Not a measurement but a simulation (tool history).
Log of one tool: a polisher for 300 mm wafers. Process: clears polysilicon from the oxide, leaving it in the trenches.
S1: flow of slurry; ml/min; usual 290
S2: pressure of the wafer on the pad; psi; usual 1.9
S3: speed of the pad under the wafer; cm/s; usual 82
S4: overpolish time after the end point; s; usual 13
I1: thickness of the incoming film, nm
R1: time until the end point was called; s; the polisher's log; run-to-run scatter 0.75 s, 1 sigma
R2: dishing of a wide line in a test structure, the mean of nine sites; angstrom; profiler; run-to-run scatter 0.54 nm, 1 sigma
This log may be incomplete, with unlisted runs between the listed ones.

Run 1, hour 0.0: usual settings but S3 64 cm/s; I1 331.4. Result: R1 53.7 s, R2 407 angstrom.
Run 2, hour 8.2: usual settings but S3 64 cm/s; I1 335.7. Result: R1 54.5 s, R2 405 angstrom.
Run 3, hour 14.7: usual settings but S3 64 cm/s; I1 330.4. Result: R1 53.7 s, R2 413 angstrom.
At hour 31.0: worn pad replaced by a new one.
Run 4, hour 31.5: usual settings; I1 327.6. Result: R1 37.3 s, R2 469 angstrom.
Run 5, hour 40.2: usual settings; I1 328.8. Result: R1 38.9 s, R2 468 angstrom.
Run 6, hour 46.7: usual settings; I1 329.0. Result: R1 38.6 s, R2 470 angstrom.
Run 7, hour 56.4: usual settings but S1 330 ml/min, S2 2.2 psi; I1 330.4. Result: R1 33.9 s, R2 493 angstrom.
Run 8, hour 68.7: usual settings but S1 330 ml/min, S2 2.2 psi; I1 329.6. Result: R1 34.0 s, R2 481 angstrom.
Run 9, hour 77.2: usual settings; I1 329.0. Result: R1 40.7 s, R2 464 angstrom.
Run 10, hour 86.5: usual settings; I1 326.1. Result: R1 41.3 s, R2 460 angstrom.
Run 11, hour 94.3: usual settings; I1 325.5. Result: R1 41.1 s, R2 452 angstrom.
Run 12, hour 109.0: usual settings; I1 323.9. Result: R1 40.5 s, R2 456 angstrom.
Run 13, hour 120.7: usual settings; I1 323.5. Result: R1 41.5 s, R2 454 angstrom.
Run 14, hour 130.9: usual settings; I1 327.9. Result: R1 43.1 s, R2 452 angstrom.
At hour 136.7: worn pad replaced by a new one.
Run 15, hour 139.0: usual settings; I1 328.2. Result: R1 37.6 s, R2 469 angstrom.
Run 16, hour 149.2: usual settings; I1 330.7. Result: R1 38.4 s, R2 472 angstrom.
Run 17, hour 159.6: usual settings but S3 96 cm/s; I1 332.4. Result: R1 34.4 s, R2 486 angstrom.
At hour 170.9: head pressure recalibrated.
Run 18, hour 172.4: usual settings but S3 62 cm/s, S4 8 s; I1 329.4. Result: R1 53.3 s, R2 318 angstrom.
At hour 184.2: slurry nozzle cleaned.
Run 19, hour 190.4: usual settings but S1 380 ml/min, S4 8 s; I1 325.7. Result: R1 39.0 s, R2 367 angstrom.
Run 20, hour 199.6: usual settings but S1 335 ml/min, S3 56 cm/s; I1 325.1. Result: R1 56.6 s, R2 394 angstrom.
Run 21, hour 214.5: usual settings but S2 1.6 psi, S3 68 cm/s; I1 328.2. Result: R1 58.9 s, R2 389 angstrom.

Run 22, settings as shown, results not yet in. Your forecast:
Run 22, hour 227.8: usual settings but S2 1.3 psi, S4 8 s; I1 330.4. Result: R1 ?, R2 ?.

Run 22 measured R1 63.9 s, R2 281 angstrom.
Without the tool's hidden state the same run would have given R1 57.5 s, R2 302 angstrom.

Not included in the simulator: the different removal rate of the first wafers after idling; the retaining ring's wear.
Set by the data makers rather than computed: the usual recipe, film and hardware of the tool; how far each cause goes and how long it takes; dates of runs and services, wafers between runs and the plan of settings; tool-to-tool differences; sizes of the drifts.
